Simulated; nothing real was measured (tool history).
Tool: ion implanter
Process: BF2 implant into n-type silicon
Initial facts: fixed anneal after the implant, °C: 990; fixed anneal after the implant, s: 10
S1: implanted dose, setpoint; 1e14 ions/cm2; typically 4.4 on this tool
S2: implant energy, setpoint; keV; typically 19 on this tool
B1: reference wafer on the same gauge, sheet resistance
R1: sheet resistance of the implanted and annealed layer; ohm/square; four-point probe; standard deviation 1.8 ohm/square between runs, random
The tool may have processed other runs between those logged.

run     day    S1    S2      B1      R1
  1       0   4.4    19  312.82  302.56
  2   1.342   4.4    19  312.83  306.74
  3   3.258   4.4    19  312.88  304.07
  4     4.4   4.4    22  313.31  291.59
  5   7.017  4.08    19  313.07  319.39
  6  12.596  4.08    19  314.08   320.7
  7  13.988  4.08    19  313.07  319.34
  8   15.25  3.74    19  313.01  334.81
  9  17.783  3.51    19  312.55  347.98
 10  20.408  3.51    19  312.84  348.63
     21.054  -- extraction supply calibrated
 11  28.175   4.4  14.5  312.89  326.68
 12  30.092   4.4    19  312.88  303.48
 13  32.329   4.4    19  312.45  303.43
     34.229  -- gauge calibrated
 14  35.279   4.4    19  313.51  305.73
 15  37.362  4.02    19  313.38  319.46
 16  39.883  3.52    13  313.58   387.1
 17  41.612  5.28  13.5  313.23   311.9
 18   44.25  3.37    16  312.78   369.2
 19  45.683   4.4    19  312.58  306.52
 20  47.983  3.45    19  313.04  353.79
 21  49.962   4.4    19  313.34  303.34
 22  51.246  4.98  25.5  312.71  261.38
 23  53.012   4.4  24.5  312.59  286.11
 24  54.296  5.37    13  312.15  318.84
     55.175  -- Faraday cup replaced and dose calibrated
 25  56.238   3.7  15.5   313.5  355.17
 26  58.517   4.4    19  312.62  305.22
 27  60.038   4.4    19  313.46  303.65
 28  62.592  4.85    17  313.24  302.76
 29  64.521  3.23    19  313.17  370.06
 30  66.792  3.98    19  312.95  320.39
 31  69.704  3.52    13  312.15  385.73
 32  71.517   4.4    19  313.11   304.2
 33  73.246  5.16  13.5  313.75  317.25
 34  79.208   4.4    19   312.9  302.77

The next listed run, before its measurement:
 35  80.838  4.4  19   ?   ?

Run 35 yielded B1 313.37, R1 304.26 ohm/square.
If the tool had no hidden condition, the same run with the same run-to-run variation would have returned R1 304.26 ohm/square.

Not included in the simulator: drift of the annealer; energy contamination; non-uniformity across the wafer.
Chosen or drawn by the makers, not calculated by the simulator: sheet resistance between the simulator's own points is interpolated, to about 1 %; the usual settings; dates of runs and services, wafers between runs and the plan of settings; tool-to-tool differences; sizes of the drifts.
